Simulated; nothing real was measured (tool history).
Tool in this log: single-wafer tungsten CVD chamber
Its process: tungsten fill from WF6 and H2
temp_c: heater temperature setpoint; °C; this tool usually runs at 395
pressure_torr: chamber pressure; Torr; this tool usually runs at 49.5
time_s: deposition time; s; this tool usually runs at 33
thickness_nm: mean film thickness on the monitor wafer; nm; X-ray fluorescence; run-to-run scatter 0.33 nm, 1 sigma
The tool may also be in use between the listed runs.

run   hour  temp_c  pressure_torr  time_s  read-back reference wafer on the same gauge, thickness_nm  thickness_nm
  1      0     395           49.5      33                                                    110.914       112.369
  2    6.5     395           59.2    31.2                                                    110.957       114.309
  3   15.6     395           59.2    31.2                                                    111.066       114.303
  4   21.7     395           59.2    31.2                                                    110.991       114.532
  5   34.3     395           56.2      33                                                     111.01        119.09
  6   45.9     395           56.2      33                                                    111.037       119.309
      55.1  -- capacitance manometer re-zeroed and calibrated
      55.7  -- showerhead replaced
  7   60.3     395           56.2      33                                                    111.147       118.479
      67.6  -- gauge calibrated
  8   68.2     407           59.4      33                                                    110.867       154.717
      79.2  -- thermocouple changed; heater temperature recalibrated
  9   79.7     395           49.5      33                                                    111.006       112.518
 10   96.1     390           49.5      28                                                    111.076        86.027
 11  105.7     395           49.5      33                                                    110.979        112.74
 12  116.3     395             60      33                                                    110.875       121.926
 13  155.5     386           53.8      33                                                    110.975        95.615
 14  170.4     407           58.1    29.9                                                    111.127       139.038

What the log doesn't show, run by run:
wafer temperature above the value expected at the setpoint (K): 0 on each run
true pressure above the setpoint (%): 0 on each run
gauge reads high (%): 0 on each run

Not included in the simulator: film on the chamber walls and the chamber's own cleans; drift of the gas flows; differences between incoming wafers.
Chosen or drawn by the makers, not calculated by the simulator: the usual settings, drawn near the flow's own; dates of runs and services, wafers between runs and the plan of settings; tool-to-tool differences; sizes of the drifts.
